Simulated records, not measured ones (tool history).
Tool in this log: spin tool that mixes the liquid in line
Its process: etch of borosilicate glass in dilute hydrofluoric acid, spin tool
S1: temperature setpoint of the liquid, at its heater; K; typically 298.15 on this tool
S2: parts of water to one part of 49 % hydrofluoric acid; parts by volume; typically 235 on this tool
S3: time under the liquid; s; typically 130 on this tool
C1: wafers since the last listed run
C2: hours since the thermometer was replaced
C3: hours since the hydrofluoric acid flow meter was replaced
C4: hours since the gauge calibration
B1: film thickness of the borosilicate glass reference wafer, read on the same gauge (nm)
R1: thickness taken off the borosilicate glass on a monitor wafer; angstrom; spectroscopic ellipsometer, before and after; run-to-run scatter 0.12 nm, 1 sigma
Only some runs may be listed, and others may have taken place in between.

run	hour	S1	S2	S3	C1	C2	C3	C4	B1	R1
1	0	298.15	235	130	0	1287.1	1423.5	143.9	150.03	147.5
2	70.1	298.15	235	130	721	1357.2	1493.6	214	150.02	145.1
3	90.5	298.15	235	130	209	1377.6	1514	234.4	150	145.5
4	111.2	298.15	235	130	213	1398.3	1534.7	255.1	150.02	146.2
5	131	298.15	235	130	203	1418.1	1554.5	274.9	149.99	144.4
6	155.3	298.15	235	190	250	1442.4	1578.8	299.2	150.02	213.5
7	183.4	298.15	235	190	289	1470.5	1606.9	327.3	150	210.1
8	202.7	298.15	235	130	198	1489.8	1626.2	346.6	149.96	143.5
9	230.1	298.15	235	130	281	1517.2	1653.6	374	149.99	141.6
10	243.6	298.15	235	110	138	1530.7	1667.1	387.5	149.99	121.1
11	287	295.15	235	130	446	1574.1	1710.5	430.9	150.03	127.9
# hour 316.9: hydrofluoric acid flow meter replaced
12	317.6	295.15	235	130	304	1604.7	0.7	461.5	149.96	148.6
13	330.1	295.15	235	130	128	1617.2	13.2	474	150.06	146.8
14	360.9	295.65	235	130	316	1648	44	504.8	149.96	150.1
# hour 376.2: gauge calibrated
15	385.8	296.15	135	130	256	1672.9	68.9	9.6	149.99	294.4
16	411.2	296.65	345	170	261	1698.3	94.3	35	150.01	124.6
17	426.6	298.15	235	130	158	1713.7	109.7	50.4	150.02	163
18	449.8	298.15	235	130	238	1736.9	132.9	73.6	149.98	162.5
19	474.8	298.15	140	90	257	1761.9	157.9	98.6	149.98	209.9
20	494.8	294.65	145	70	205	1781.9	177.9	118.6	150.01	136
21	507.9	293.65	185	170	134	1795	191	131.7	150	238.4
# hour 535.6: thermometer replaced
22	584.2	300.65	160	65	774	48.6	267.3	208	150.04	154
23	607.8	296.15	305	195	242	72.2	290.9	231.6	150.01	173.4
24	642	295.15	185	80	351	106.4	325.1	265.8	149.98	125.7
25	659.1	300.65	235	130	175	123.5	342.2	282.9	149.98	189.4
26	681.5	298.15	235	130	230	145.9	364.6	305.3	150.01	172
27	714.9	301.65	160	130	343	179.3	398	338.7	150.01	311.9
28	741.4	298.15	205	70	272	205.8	424.5	365.2	149.99	109.1

5 ways to go on from here, each from the tool as it stands after run 28. What would each give?
A	741.9	298.15	305	130	5	206.3	425	365.7	?	?
B	741.9	295.65	340	175	5	206.3	425	365.7	?	?
C	741.9	295.65	335	175	5	206.3	425	365.7	?	?
D	741.9	298.15	170	180	5	206.3	425	365.7	?	?
E	741.9	298.15	160	75	5	206.3	425	365.7	?	?

run	B1	R1
A	149.99	121.3
B	149.99	130
C	149.99	132.6
D	149.99	348.5
E	149.99	156.1
Without the tool's hidden state the same runs would have given:
run	R1
A	128.3
B	137.6
C	140.3
D	367.8
E	164.7
